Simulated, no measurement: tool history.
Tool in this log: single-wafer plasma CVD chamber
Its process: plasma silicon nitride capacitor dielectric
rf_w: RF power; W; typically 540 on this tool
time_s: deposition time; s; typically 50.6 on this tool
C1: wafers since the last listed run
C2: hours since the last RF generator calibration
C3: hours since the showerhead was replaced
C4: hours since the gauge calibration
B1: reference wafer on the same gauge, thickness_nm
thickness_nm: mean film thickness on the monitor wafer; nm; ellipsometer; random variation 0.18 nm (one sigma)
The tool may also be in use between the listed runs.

Run 1, hour 0: usual settings; C1 0; C2 459.2; C3 2972.9; C4 110.3; B1 97.364. Result: thickness_nm 82.499 nm.
Run 2, hour 57.4: usual settings; C1 888; C2 516.6; C3 3030.3; C4 167.7; B1 97.492. Result: thickness_nm 82.519 nm.
Run 3, hour 105.3: usual settings; C1 741; C2 564.5; C3 3078.2; C4 215.6; B1 97.421. Result: thickness_nm 82.461 nm.
Run 4, hour 160.8: usual settings; C1 859; C2 620; C3 3133.7; C4 271.1; B1 97.467. Result: thickness_nm 82.402 nm.
Run 5, hour 266.9: usual settings; C1 1642; C2 726.1; C3 3239.8; C4 377.2; B1 97.421. Result: thickness_nm 82.613 nm.
Run 6, hour 330.9: usual settings; C1 990; C2 790.1; C3 3303.8; C4 441.2; B1 97.36. Result: thickness_nm 82.574 nm.
Run 7, hour 368.4: usual settings; C1 580; C2 827.6; C3 3341.3; C4 478.7; B1 97.441. Result: thickness_nm 82.961 nm.
Run 8, hour 430.9: usual settings; C1 967; C2 890.1; C3 3403.8; C4 541.2; B1 97.388. Result: thickness_nm 82.366 nm.
Run 9, hour 487: usual settings but rf_w 505 W; C1 868; C2 946.2; C3 3459.9; C4 597.3; B1 97.421. Result: thickness_nm 80.989 nm.
Run 10, hour 578.8: usual settings but rf_w 505 W; C1 1421; C2 1038; C3 3551.7; C4 689.1; B1 97.45. Result: thickness_nm 80.813 nm.
Run 11, hour 669.1: usual settings but rf_w 505 W; C1 1398; C2 1128.3; C3 3642; C4 779.4; B1 97.409. Result: thickness_nm 81.31 nm.
Run 12, hour 707: usual settings; C1 586; C2 1166.2; C3 3679.9; C4 817.3; B1 97.487. Result: thickness_nm 82.529 nm.
Run 13, hour 747.8: usual settings; C1 631; C2 1207; C3 3720.7; C4 858.1; B1 97.349. Result: thickness_nm 82.731 nm.
Run 14, hour 815.4: usual settings; C1 1046; C2 1274.6; C3 3788.3; C4 925.7; B1 97.421. Result: thickness_nm 82.311 nm.
At hour 913.3: gauge calibrated.
At hour 915.9: showerhead replaced.
Run 15, hour 917.1: usual settings but time_s 44.8 s; C1 1450; C2 1376.3; C3 1.2; C4 3.8; B1 97.416. Result: thickness_nm 73.09 nm.
At hour 935: RF generator calibrated.
Run 16, hour 1012.6: usual settings but time_s 53.4 s; C1 1354; C2 77.6; C3 96.7; C4 99.3; B1 97.375. Result: thickness_nm 87.369 nm.
Run 17, hour 1110: usual settings but rf_w 625 W, time_s 60.6 s; C1 1508; C2 175; C3 194.1; C4 196.7; B1 97.392. Result: thickness_nm 102.902 nm.
Run 18, hour 1211.4: usual settings but rf_w 505 W, time_s 55.4 s; C1 1570; C2 276.4; C3 295.5; C4 298.1; B1 97.422. Result: thickness_nm 88.68 nm.
Run 19, hour 1315.3: usual settings but rf_w 470 W, time_s 56.4 s; C1 1608; C2 380.3; C3 399.4; C4 402; B1 97.345. Result: thickness_nm 88.425 nm.
Run 20, hour 1423.1: usual settings but rf_w 570 W, time_s 56.6 s; C1 1669; C2 488.1; C3 507.2; C4 509.8; B1 97.411. Result: thickness_nm 93.396 nm.
Run 21, hour 1491.4: usual settings but rf_w 595 W, time_s 45.2 s; C1 1057; C2 556.4; C3 575.5; C4 578.1; B1 97.341. Result: thickness_nm 76.081 nm.
Run 22, hour 1583.4: usual settings but rf_w 635 W, time_s 56.7 s; C1 1424; C2 648.4; C3 667.5; C4 670.1; B1 97.324. Result: thickness_nm 96.585 nm.
Run 23, hour 1639: usual settings but rf_w 450 W, time_s 58.3 s; C1 860; C2 704; C3 723.1; C4 725.7; B1 97.375. Result: thickness_nm 90.191 nm.
Run 24, hour 1679.2: usual settings but rf_w 505 W, time_s 55.4 s; C1 622; C2 744.2; C3 763.3; C4 765.9; B1 97.51. Result: thickness_nm 88.682 nm.
Run 25, hour 1730.4: usual settings but time_s 41 s; C1 792; C2 795.4; C3 814.5; C4 817.1; B1 97.425. Result: thickness_nm 66.986 nm.
Run 26, hour 1801.2: usual settings but rf_w 450 W, time_s 58.3 s; C1 1096; C2 866.2; C3 885.3; C4 887.9; B1 97.316. Result: thickness_nm 89.939 nm.
At hour 1825.3: gauge calibrated.
Run 27, hour 1838.5: usual settings but rf_w 570 W, time_s 44.6 s; C1 577; C2 903.5; C3 922.6; C4 13.2; B1 97.332. Result: thickness_nm 73.783 nm.
Run 28, hour 1937.9: usual settings but rf_w 505 W, time_s 55.4 s; C1 1539; C2 1002.9; C3 1022; C4 112.6; B1 97.429. Result: thickness_nm 88.345 nm.
Run 29, hour 1980.2: usual settings but rf_w 500 W; C1 654; C2 1045.2; C3 1064.3; C4 154.9; B1 97.441. Result: thickness_nm 80.764 nm.
Run 30, hour 2039.4: usual settings but rf_w 620 W; C1 916; C2 1104.4; C3 1123.5; C4 214.1; B1 97.359. Result: thickness_nm 85.857 nm.
Run 31, hour 2088.2: usual settings but rf_w 590 W; C1 755; C2 1153.2; C3 1172.3; C4 262.9; B1 97.351. Result: thickness_nm 84.399 nm.

The tool's hidden state at each run:
delivered RF power above the setpoint (%): 0 at every run
gauge reads high (%): 0 at every run

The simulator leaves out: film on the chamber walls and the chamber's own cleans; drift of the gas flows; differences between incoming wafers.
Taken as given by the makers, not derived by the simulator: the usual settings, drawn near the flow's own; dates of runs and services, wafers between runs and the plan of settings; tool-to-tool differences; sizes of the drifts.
